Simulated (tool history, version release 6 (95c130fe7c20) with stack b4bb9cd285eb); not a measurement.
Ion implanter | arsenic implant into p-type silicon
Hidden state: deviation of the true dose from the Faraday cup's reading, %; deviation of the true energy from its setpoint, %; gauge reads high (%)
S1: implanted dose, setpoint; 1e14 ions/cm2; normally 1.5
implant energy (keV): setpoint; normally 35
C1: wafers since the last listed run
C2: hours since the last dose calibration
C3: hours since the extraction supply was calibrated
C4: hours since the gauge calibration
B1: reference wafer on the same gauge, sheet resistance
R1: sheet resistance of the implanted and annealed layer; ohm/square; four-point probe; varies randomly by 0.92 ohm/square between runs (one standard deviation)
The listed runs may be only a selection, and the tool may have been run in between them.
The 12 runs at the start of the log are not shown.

run 13 hour=297 | S1=1.5 implant_energy_(keV)=25.5 | C1=234 C2=1335.4 C3=5398.5 C4=576.9 | B1=455.69 | R1=459.05
run 14 hour=331.1 | S1=1.5 implant_energy_(keV)=41 | C1=562 C2=1369.5 C3=5432.6 C4=611 | B1=456.26 | R1=423.97
run 15 hour=362.2 | S1=1.5 implant_energy_(keV)=41 | C1=512 C2=1400.6 C3=5463.7 C4=642.1 | B1=456.01 | R1=423.18
run 16 hour=374.2 | S1=1.5 implant_energy_(keV)=41 | C1=197 C2=1412.6 C3=5475.7 C4=654.1 | B1=456 | R1=421.82
run 17 hour=396.9 | S1=1.8 implant_energy_(keV)=31 | C1=374 C2=1435.3 C3=5498.4 C4=676.8 | B1=456.07 | R1=391.35
run 18 hour=418.8 | S1=1.5 implant_energy_(keV)=35 | C1=361 C2=1457.2 C3=5520.3 C4=698.7 | B1=456.33 | R1=433.21
run 19 hour=431.3 | S1=1.38 implant_energy_(keV)=35 | C1=206 C2=1469.7 C3=5532.8 C4=711.2 | B1=456.06 | R1=460.65
-- hour=451.5 Faraday cup replaced and dose calibrated
run 20 hour=452 | S1=1.5 implant_energy_(keV)=28.5 | C1=209 C2=0.5 C3=5553.5 C4=731.9 | B1=456.08 | R1=465.84
run 21 hour=472.3 | S1=1.21 implant_energy_(keV)=39.5 | C1=334 C2=20.8 C3=5573.8 C4=752.2 | B1=455.73 | R1=510
run 22 hour=497.5 | S1=1.83 implant_energy_(keV)=24.5 | C1=415 C2=46 C3=5599 C4=777.4 | B1=456.01 | R1=412.03
run 23 hour=515.1 | S1=1.5 implant_energy_(keV)=35 | C1=290 C2=63.6 C3=5616.6 C4=795 | B1=456 | R1=447.25
-- hour=545.1 extraction supply calibrated
run 24 hour=545.6 | S1=1.71 implant_energy_(keV)=41 | C1=370 C2=94.1 C3=0.5 C4=825.5 | B1=455.83 | R1=396.26
-- hour=573.8 gauge calibrated
run 25 hour=575.7 | S1=1.5 implant_energy_(keV)=43.5 | C1=496 C2=124.2 C3=30.6 C4=1.9 | B1=455.87 | R1=430.74
run 26 hour=591.9 | S1=1.5 implant_energy_(keV)=35 | C1=267 C2=140.4 C3=46.8 C4=18.1 | B1=456 | R1=447.3
run 27 hour=626.1 | S1=1.5 implant_energy_(keV)=35 | C1=563 C2=174.6 C3=81 C4=52.3 | B1=455.99 | R1=447.07
run 28 hour=638.5 | S1=1.2 implant_energy_(keV)=44 | C1=204 C2=187 C3=93.4 C4=64.7 | B1=455.94 | R1=499.46
run 29 hour=663.9 | S1=1.35 implant_energy_(keV)=42 | C1=418 C2=212.4 C3=118.8 C4=90.1 | B1=455.91 | R1=465.03
run 30 hour=683.6 | S1=1.5 implant_energy_(keV)=41 | C1=324 C2=232.1 C3=138.5 C4=109.8 | B1=456.2 | R1=433.88
run 31 hour=708.8 | S1=1.5 implant_energy_(keV)=28 | C1=415 C2=257.3 C3=163.7 C4=135 | B1=455.82 | R1=463.84
run 32 hour=733.8 | S1=1.36 implant_energy_(keV)=35 | C1=412 C2=282.3 C3=188.7 C4=160 | B1=456.06 | R1=478.46

5 options for the next run, each taken on its own from the tool as it stands now. Forecast them:
run A hour=734.2 | S1=1.5 implant_energy_(keV)=30.5 | C1=6 C2=282.7 C3=189.1 C4=160.4 | B1=? | R1=?
run B hour=734.2 | S1=1.33 implant_energy_(keV)=43.5 | C1=6 C2=282.7 C3=189.1 C4=160.4 | B1=? | R1=?
run C hour=734.2 | S1=1.5 implant_energy_(keV)=45.5 | C1=6 C2=282.7 C3=189.1 C4=160.4 | B1=? | R1=?
run D hour=734.2 | S1=1.29 implant_energy_(keV)=35 | C1=6 C2=282.7 C3=189.1 C4=160.4 | B1=? | R1=?
run E hour=734.2 | S1=1.07 implant_energy_(keV)=24.5 | C1=6 C2=282.7 C3=189.1 C4=160.4 | B1=? | R1=?

run=A B1=455.94 R1=455.04
run=B B1=455.94 R1=464.71
run=C B1=455.94 R1=424.49
run=D B1=455.94 R1=493.71
run=E B1=455.94 R1=599.28
Stripped of hidden state, with their random variation kept, the same runs would have yielded:
run=A R1=458.52
run=B R1=468.13
run=C R1=427.65
run=D R1=497.39
run=E R1=603.78
